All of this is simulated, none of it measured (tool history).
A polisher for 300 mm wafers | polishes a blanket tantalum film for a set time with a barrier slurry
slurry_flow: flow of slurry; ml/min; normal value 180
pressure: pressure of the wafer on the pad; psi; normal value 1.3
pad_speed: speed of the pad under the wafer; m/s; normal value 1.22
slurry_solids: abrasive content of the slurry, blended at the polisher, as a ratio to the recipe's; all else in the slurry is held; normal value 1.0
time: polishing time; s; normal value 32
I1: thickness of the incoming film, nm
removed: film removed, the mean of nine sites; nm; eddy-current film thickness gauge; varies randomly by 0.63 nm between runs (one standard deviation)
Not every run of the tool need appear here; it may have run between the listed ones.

Run 1, hour 0.0: usual settings but slurry_flow 130 ml/min; I1 412.9. Result: removed 41.8 nm.
Run 2, hour 52.8: usual settings but slurry_solids 0.9; I1 408.9. Result: removed 41.7 nm.
Run 3, hour 115.4: usual settings but slurry_solids 0.9; I1 412.9. Result: removed 41.9 nm.
At hour 180.5: slurry nozzle cleaned.
Run 4, hour 184.3: usual settings; I1 414.8. Result: removed 42.6 nm.
Run 5, hour 237.1: usual settings; I1 414.2. Result: removed 43.6 nm.
At hour 272.4: worn pad replaced by a new one.
At hour 295.8: slurry blender recalibrated.
At hour 299.8: head pressure recalibrated.
Run 6, hour 438.3: usual settings but pressure 1.7 psi; I1 400.6. Result: removed 55.6 nm.
Run 7, hour 488.4: usual settings but pressure 1.7 psi; I1 408.2. Result: removed 57.0 nm.
Run 8, hour 558.5: usual settings but pressure 1.7 psi; I1 403.8. Result: removed 58.1 nm.
At hour 576.5: worn pad replaced by a new one.
Run 9, hour 611.8: usual settings; I1 405.3. Result: removed 43.1 nm.
At hour 621.7: slurry blender recalibrated.
Run 10, hour 669.1: usual settings; I1 408.4. Result: removed 44.3 nm.
At hour 673.4: slurry nozzle cleaned.
Run 11, hour 837.2: usual settings but time 25 s; I1 410.6. Result: removed 33.2 nm.
At hour 887.8: worn pad replaced by a new one.
Run 12, hour 892.8: usual settings but time 25 s; I1 408.2. Result: removed 32.6 nm.
At hour 896.3: slurry blender recalibrated.
Run 13, hour 944.5: usual settings but time 25 s; I1 400.6. Result: removed 33.5 nm.

Run 14 comes next. What will it give?
Run 14, hour 985.7: usual settings but pad_speed 1.62 m/s; I1 404.3. Result: removed ?.

Run 14 yielded removed 57.2 nm.
Take away the tool's hidden state, keep the run-to-run variation as it was, and the same run would have given removed 57.2 nm.
